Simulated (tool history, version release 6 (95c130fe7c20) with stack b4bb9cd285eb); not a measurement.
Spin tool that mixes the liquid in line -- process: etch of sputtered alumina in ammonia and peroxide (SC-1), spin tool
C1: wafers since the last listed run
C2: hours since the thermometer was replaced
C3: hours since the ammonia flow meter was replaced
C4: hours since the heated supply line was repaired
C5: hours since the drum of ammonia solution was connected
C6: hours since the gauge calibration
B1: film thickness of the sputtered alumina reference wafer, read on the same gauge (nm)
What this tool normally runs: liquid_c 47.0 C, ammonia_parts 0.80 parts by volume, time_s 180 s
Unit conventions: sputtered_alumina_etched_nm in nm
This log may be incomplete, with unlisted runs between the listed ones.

{"run": 1, "hour": 0.0, "liquid_c": 47.0, "ammonia_parts": 0.8, "time_s": 130, "C1": 0, "C2": 215.2, "C3": 1588.2, "C4": 1283.0, "C5": 278.0, "C6": 101.4, "B1": 90.02, "sputtered_alumina_etched_nm": 2.99}
{"run": 2, "hour": 27.3, "liquid_c": 47.0, "ammonia_parts": 0.8, "time_s": 130, "C1": 277, "C2": 242.5, "C3": 1615.5, "C4": 1310.3, "C5": 305.3, "C6": 128.7, "B1": 90.01, "sputtered_alumina_etched_nm": 3.0}
{"run": 3, "hour": 42.0, "liquid_c": 47.0, "ammonia_parts": 0.8, "time_s": 130, "C1": 149, "C2": 257.2, "C3": 1630.2, "C4": 1325.0, "C5": 320.0, "C6": 143.4, "B1": 90.0, "sputtered_alumina_etched_nm": 2.97}
{"run": 4, "hour": 73.1, "liquid_c": 39.5, "ammonia_parts": 0.8, "time_s": 180, "C1": 315, "C2": 288.3, "C3": 1661.3, "C4": 1356.1, "C5": 351.1, "C6": 174.5, "B1": 90.0, "sputtered_alumina_etched_nm": 2.61}
{"run": 5, "hour": 88.7, "liquid_c": 47.0, "ammonia_parts": 0.8, "time_s": 180, "C1": 158, "C2": 303.9, "C3": 1676.9, "C4": 1371.7, "C5": 366.7, "C6": 190.1, "B1": 89.99, "sputtered_alumina_etched_nm": 4.1}
{"run": 6, "hour": 123.2, "liquid_c": 47.0, "ammonia_parts": 0.8, "time_s": 180, "C1": 350, "C2": 338.4, "C3": 1711.4, "C4": 1406.2, "C5": 401.2, "C6": 224.6, "B1": 89.99, "sputtered_alumina_etched_nm": 4.14}
{"run": 7, "hour": 157.0, "liquid_c": 47.0, "ammonia_parts": 0.8, "time_s": 180, "C1": 342, "C2": 372.2, "C3": 1745.2, "C4": 1440.0, "C5": 435.0, "C6": 258.4, "B1": 90.0, "sputtered_alumina_etched_nm": 4.06}
{"run": 8, "hour": 176.9, "liquid_c": 47.0, "ammonia_parts": 0.8, "time_s": 180, "C1": 201, "C2": 392.1, "C3": 1765.1, "C4": 1459.9, "C5": 454.9, "C6": 278.3, "B1": 89.99, "sputtered_alumina_etched_nm": 4.05}
{"run": 9, "hour": 192.2, "liquid_c": 47.0, "ammonia_parts": 0.8, "time_s": 180, "C1": 155, "C2": 407.4, "C3": 1780.4, "C4": 1475.2, "C5": 470.2, "C6": 293.6, "B1": 89.98, "sputtered_alumina_etched_nm": 4.08}
{"hour": 213.0, "done": "new drum of ammonia solution connected"}
{"run": 10, "hour": 225.9, "liquid_c": 47.0, "ammonia_parts": 0.8, "time_s": 180, "C1": 331, "C2": 441.1, "C3": 1814.1, "C4": 1508.9, "C5": 12.9, "C6": 327.3, "B1": 90.0, "sputtered_alumina_etched_nm": 4.05}
{"run": 11, "hour": 248.7, "liquid_c": 47.0, "ammonia_parts": 0.5, "time_s": 180, "C1": 231, "C2": 463.9, "C3": 1836.9, "C4": 1531.7, "C5": 35.7, "C6": 350.1, "B1": 90.01, "sputtered_alumina_etched_nm": 3.79}
{"run": 12, "hour": 283.7, "liquid_c": 47.0, "ammonia_parts": 0.7, "time_s": 180, "C1": 355, "C2": 498.9, "C3": 1871.9, "C4": 1566.7, "C5": 70.7, "C6": 385.1, "B1": 89.99, "sputtered_alumina_etched_nm": 4.01}
{"run": 13, "hour": 303.4, "liquid_c": 47.0, "ammonia_parts": 0.8, "time_s": 180, "C1": 199, "C2": 518.6, "C3": 1891.6, "C4": 1586.4, "C5": 90.4, "C6": 404.8, "B1": 89.99, "sputtered_alumina_etched_nm": 4.02}
{"run": 14, "hour": 328.0, "liquid_c": 47.0, "ammonia_parts": 0.8, "time_s": 100, "C1": 249, "C2": 543.2, "C3": 1916.2, "C4": 1611.0, "C5": 115.0, "C6": 429.4, "B1": 89.98, "sputtered_alumina_etched_nm": 2.23}
{"hour": 353.6, "done": "ammonia flow meter replaced"}
{"hour": 389.2, "done": "thermometer replaced"}
{"run": 15, "hour": 409.3, "liquid_c": 47.0, "ammonia_parts": 0.8, "time_s": 180, "C1": 804, "C2": 20.1, "C3": 55.7, "C4": 1692.3, "C5": 196.3, "C6": 510.7, "B1": 89.98, "sputtered_alumina_etched_nm": 3.91}
{"hour": 426.3, "done": "gauge calibrated"}
{"run": 16, "hour": 427.5, "liquid_c": 51.5, "ammonia_parts": 0.45, "time_s": 85, "C1": 184, "C2": 38.3, "C3": 73.9, "C4": 1710.5, "C5": 214.5, "C6": 1.2, "B1": 89.99, "sputtered_alumina_etched_nm": 2.28}
{"hour": 440.7, "done": "heated supply line repaired"}
{"run": 17, "hour": 460.0, "liquid_c": 52.5, "ammonia_parts": 0.8, "time_s": 260, "C1": 319, "C2": 70.8, "C3": 106.4, "C4": 19.3, "C5": 247.0, "C6": 33.7, "B1": 89.98, "sputtered_alumina_etched_nm": 9.63}
{"run": 18, "hour": 477.7, "liquid_c": 51.5, "ammonia_parts": 0.45, "time_s": 85, "C1": 179, "C2": 88.5, "C3": 124.1, "C4": 37.0, "C5": 264.7, "C6": 51.4, "B1": 90.0, "sputtered_alumina_etched_nm": 2.77}
{"run": 19, "hour": 492.8, "liquid_c": 38.0, "ammonia_parts": 1.15, "time_s": 210, "C1": 153, "C2": 103.6, "C3": 139.2, "C4": 52.1, "C5": 279.8, "C6": 66.5, "B1": 89.99, "sputtered_alumina_etched_nm": 3.44}
{"run": 20, "hour": 509.5, "liquid_c": 38.0, "ammonia_parts": 1.0, "time_s": 275, "C1": 169, "C2": 120.3, "C3": 155.9, "C4": 68.8, "C5": 296.5, "C6": 83.2, "B1": 90.01, "sputtered_alumina_etched_nm": 4.5}
{"run": 21, "hour": 543.1, "liquid_c": 39.5, "ammonia_parts": 0.8, "time_s": 180, "C1": 340, "C2": 153.9, "C3": 189.5, "C4": 102.4, "C5": 330.1, "C6": 116.8, "B1": 90.01, "sputtered_alumina_etched_nm": 3.08}
{"run": 22, "hour": 574.1, "liquid_c": 38.0, "ammonia_parts": 0.4, "time_s": 145, "C1": 314, "C2": 184.9, "C3": 220.5, "C4": 133.4, "C5": 361.1, "C6": 147.8, "B1": 90.01, "sputtered_alumina_etched_nm": 2.1}

4 ways to go on from here, each from the tool as it stands after run 22. What would each give?
{"run": "A", "hour": 574.6, "liquid_c": 47.0, "ammonia_parts": 0.8, "time_s": 180, "C1": 5, "C2": 185.4, "C3": 221.0, "C4": 133.9, "C5": 361.6, "C6": 148.3, "B1": "?", "sputtered_alumina_etched_nm": "?"}
{"run": "B", "hour": 574.6, "liquid_c": 44.0, "ammonia_parts": 0.8, "time_s": 220, "C1": 5, "C2": 185.4, "C3": 221.0, "C4": 133.9, "C5": 361.6, "C6": 148.3, "B1": "?", "sputtered_alumina_etched_nm": "?"}
{"run": "C", "hour": 574.6, "liquid_c": 38.0, "ammonia_parts": 1.0, "time_s": 180, "C1": 5, "C2": 185.4, "C3": 221.0, "C4": 133.9, "C5": 361.6, "C6": 148.3, "B1": "?", "sputtered_alumina_etched_nm": "?"}
{"run": "D", "hour": 574.6, "liquid_c": 44.0, "ammonia_parts": 1.05, "time_s": 180, "C1": 5, "C2": 185.4, "C3": 221.0, "C4": 133.9, "C5": 361.6, "C6": 148.3, "B1": "?", "sputtered_alumina_etched_nm": "?"}

run=A B1=90.00 sputtered_alumina_etched_nm=4.82
run=B B1=90.00 sputtered_alumina_etched_nm=4.97
run=C B1=90.00 sputtered_alumina_etched_nm=2.92
run=D B1=90.00 sputtered_alumina_etched_nm=4.17
With the hidden condition removed and each run's random variation left untouched, the same runs would have given:
run=A sputtered_alumina_etched_nm=5.01
run=B sputtered_alumina_etched_nm=5.16
run=C sputtered_alumina_etched_nm=3.04
run=D sputtered_alumina_etched_nm=4.33
